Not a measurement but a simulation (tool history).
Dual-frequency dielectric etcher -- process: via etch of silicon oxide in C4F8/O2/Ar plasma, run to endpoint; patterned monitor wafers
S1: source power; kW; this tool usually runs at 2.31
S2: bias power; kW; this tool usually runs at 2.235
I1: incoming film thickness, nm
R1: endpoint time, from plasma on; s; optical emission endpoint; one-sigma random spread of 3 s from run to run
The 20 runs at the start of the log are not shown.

run,day,S1,S2,I1,R1
21,28.854,2.31,2.235,1853.5,336.8
22,29.862,2.31,2.235,1840.9,335.1
23,30.804,2.31,2.235,1855,337.6
24,31.354,2.31,1.963,1848.5,349.4
25,32.129,1.96,2.583,1850.9,326.5
26,32.712,2.88,2.053,1837,320
27,33.746,2.31,2.235,1848.6,331.2
28,34.329,1.94,2.745,1817.7,307.5
29,34.95,2.31,2.235,1865.6,328.8
30,36.217,2.63,1.949,1839.6,333.8
# day 37.583: wet clean of the chamber
31,37.604,2.65,2.784,1842.7,289.4
32,38.446,2.11,2.235,1859.6,353
33,39.533,2.31,1.95,1844.9,362.3
34,40.592,1.97,2.629,1841.9,327.1

Branching from run 34: 5 alternative next runs. What would each branch give?
A,40.612,2.64,2.235,1848,?
B,40.612,2.61,1.954,1848,?
C,40.612,2.68,2.657,1848,?
D,40.612,2.85,2.545,1848,?
E,40.612,2.31,2.66,1848,?

run,R1
A,318.7
B,340.8
C,293.3
D,292.9
E,307.8
Without the tool's unlogged condition, the same runs would have read:
run,R1
A,322.4
B,344.7
C,296.7
D,296.3
E,311.3
